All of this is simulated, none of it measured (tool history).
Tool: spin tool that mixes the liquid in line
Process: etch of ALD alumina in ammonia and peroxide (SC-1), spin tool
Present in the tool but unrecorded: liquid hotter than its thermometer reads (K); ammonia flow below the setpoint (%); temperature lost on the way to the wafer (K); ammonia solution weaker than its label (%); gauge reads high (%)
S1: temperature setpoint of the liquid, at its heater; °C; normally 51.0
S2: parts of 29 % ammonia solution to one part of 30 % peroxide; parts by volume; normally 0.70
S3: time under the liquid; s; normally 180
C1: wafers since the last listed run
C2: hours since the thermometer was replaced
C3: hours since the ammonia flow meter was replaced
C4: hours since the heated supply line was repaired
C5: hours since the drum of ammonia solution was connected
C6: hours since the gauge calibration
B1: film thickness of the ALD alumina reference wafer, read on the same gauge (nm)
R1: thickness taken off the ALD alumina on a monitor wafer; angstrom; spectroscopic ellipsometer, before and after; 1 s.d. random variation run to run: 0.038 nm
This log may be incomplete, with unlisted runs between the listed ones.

run 1 hour=0.0 | S1=51.0 S2=0.70 S3=180 | C1=0 C2=675.8 C3=2306.7 C4=1293.1 C5=27.7 C6=118.6 | B1=40.02 | R1=114.4
run 2 hour=19.9 | S1=51.0 S2=0.70 S3=180 | C1=157 C2=695.7 C3=2326.6 C4=1313.0 C5=47.6 C6=138.5 | B1=39.96 | R1=113.4
run 3 hour=36.1 | S1=51.0 S2=0.70 S3=180 | C1=128 C2=711.9 C3=2342.8 C4=1329.2 C5=63.8 C6=154.7 | B1=40.03 | R1=114.3
run 4 hour=57.3 | S1=44.5 S2=0.70 S3=180 | C1=167 C2=733.1 C3=2364.0 C4=1350.4 C5=85.0 C6=175.9 | B1=39.96 | R1=79.1
run 5 hour=86.0 | S1=51.0 S2=0.45 S3=115 | C1=227 C2=761.8 C3=2392.7 C4=1379.1 C5=113.7 C6=204.6 | B1=39.99 | R1=69.5
run 6 hour=110.2 | S1=51.0 S2=0.70 S3=180 | C1=191 C2=786.0 C3=2416.9 C4=1403.3 C5=137.9 C6=228.8 | B1=39.99 | R1=113.5
run 7 hour=130.5 | S1=51.0 S2=0.90 S3=135 | C1=160 C2=806.3 C3=2437.2 C4=1423.6 C5=158.2 C6=249.1 | B1=39.99 | R1=86.8

Forecast run 8:
run 8 hour=151.3 | S1=61.0 S2=0.70 S3=180 | C1=164 C2=827.1 C3=2458.0 C4=1444.4 C5=179.0 C6=269.9 | B1=? | R1=?

B1: 39.99
R1: 190.8 angstrom
Had the tool carried no hidden state, the very same run would have given R1 190.8 angstrom.
